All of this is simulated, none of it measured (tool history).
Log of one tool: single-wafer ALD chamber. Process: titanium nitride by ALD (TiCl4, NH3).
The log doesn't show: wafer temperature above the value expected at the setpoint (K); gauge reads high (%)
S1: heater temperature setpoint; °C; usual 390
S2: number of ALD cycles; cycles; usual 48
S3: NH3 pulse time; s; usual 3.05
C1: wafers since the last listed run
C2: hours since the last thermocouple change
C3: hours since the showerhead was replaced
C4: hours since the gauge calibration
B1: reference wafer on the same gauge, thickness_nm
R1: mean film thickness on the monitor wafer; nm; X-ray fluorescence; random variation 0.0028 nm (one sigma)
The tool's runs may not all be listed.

| run | hour | S1 | S2 | S3 | C1 | C2 | C3 | C4 | B1 | R1 |
|---|---|---|---|---|---|---|---|---|---|---|
| 1 | 0.0 | 390 | 55 | 3.05 | 0 | 808.0 | 3678.0 | 440.6 | 1.110 | 1.269 |
|  | 27.8 | gauge calibrated |
| 2 | 33.7 | 390 | 55 | 3.05 | 192 | 841.7 | 3711.7 | 5.9 | 1.111 | 1.267 |
| 3 | 98.9 | 390 | 48 | 3.05 | 371 | 906.9 | 3776.9 | 71.1 | 1.110 | 1.108 |
| 4 | 137.8 | 390 | 48 | 3.05 | 221 | 945.8 | 3815.8 | 110.0 | 1.110 | 1.103 |
| 5 | 170.1 | 390 | 48 | 3.05 | 184 | 978.1 | 3848.1 | 142.3 | 1.111 | 1.104 |
| 6 | 209.8 | 390 | 48 | 2.49 | 226 | 1017.8 | 3887.8 | 182.0 | 1.110 | 1.090 |
| 7 | 248.0 | 390 | 43 | 2.26 | 217 | 1056.0 | 3926.0 | 220.2 | 1.110 | 0.969 |
|  | 277.2 | thermocouple changed; heater temperature recalibrated |
|  | 287.1 | showerhead replaced |
| 8 | 319.1 | 390 | 43 | 2.26 | 314 | 41.9 | 32.0 | 291.3 | 1.110 | 0.969 |
| 9 | 354.6 | 399 | 51 | 1.89 | 202 | 77.4 | 67.5 | 326.8 | 1.110 | 1.143 |
| 10 | 406.7 | 390 | 48 | 3.05 | 296 | 129.5 | 119.6 | 378.9 | 1.110 | 1.108 |
|  | 428.0 | gauge calibrated |
| 11 | 462.2 | 398 | 42 | 3.05 | 316 | 185.0 | 175.1 | 34.2 | 1.110 | 0.971 |
| 12 | 514.5 | 397 | 53 | 3.55 | 298 | 237.3 | 227.4 | 86.5 | 1.109 | 1.238 |
| 13 | 569.2 | 390 | 48 | 3.05 | 311 | 292.0 | 282.1 | 141.2 | 1.110 | 1.107 |
| 14 | 612.0 | 380 | 45 | 3.45 | 243 | 334.8 | 324.9 | 184.0 | 1.110 | 1.037 |
| 15 | 639.8 | 390 | 45 | 3.72 | 158 | 362.6 | 352.7 | 211.8 | 1.110 | 1.044 |
| 16 | 711.7 | 390 | 48 | 3.05 | 409 | 434.5 | 424.6 | 283.7 | 1.109 | 1.107 |

Forecast each of these 4 alternatives for the next run:
| A | 712.2 | 390 | 48 | 3.05 | 2 | 435.0 | 425.1 | 284.2 | ? | ? |
| B | 712.2 | 403 | 48 | 1.88 | 2 | 435.0 | 425.1 | 284.2 | ? | ? |
| C | 712.2 | 390 | 51 | 3.05 | 2 | 435.0 | 425.1 | 284.2 | ? | ? |
| D | 712.2 | 390 | 45 | 3.05 | 2 | 435.0 | 425.1 | 284.2 | ? | ? |

| run | B1 | R1 |
|---|---|---|
| A | 1.110 | 1.106 |
| B | 1.110 | 1.082 |
| C | 1.110 | 1.175 |
| D | 1.110 | 1.037 |
Without the tool's hidden state the same runs would have given:
| run | R1 |
|---|---|
| A | 1.106 |
| B | 1.082 |
| C | 1.175 |
| D | 1.037 |
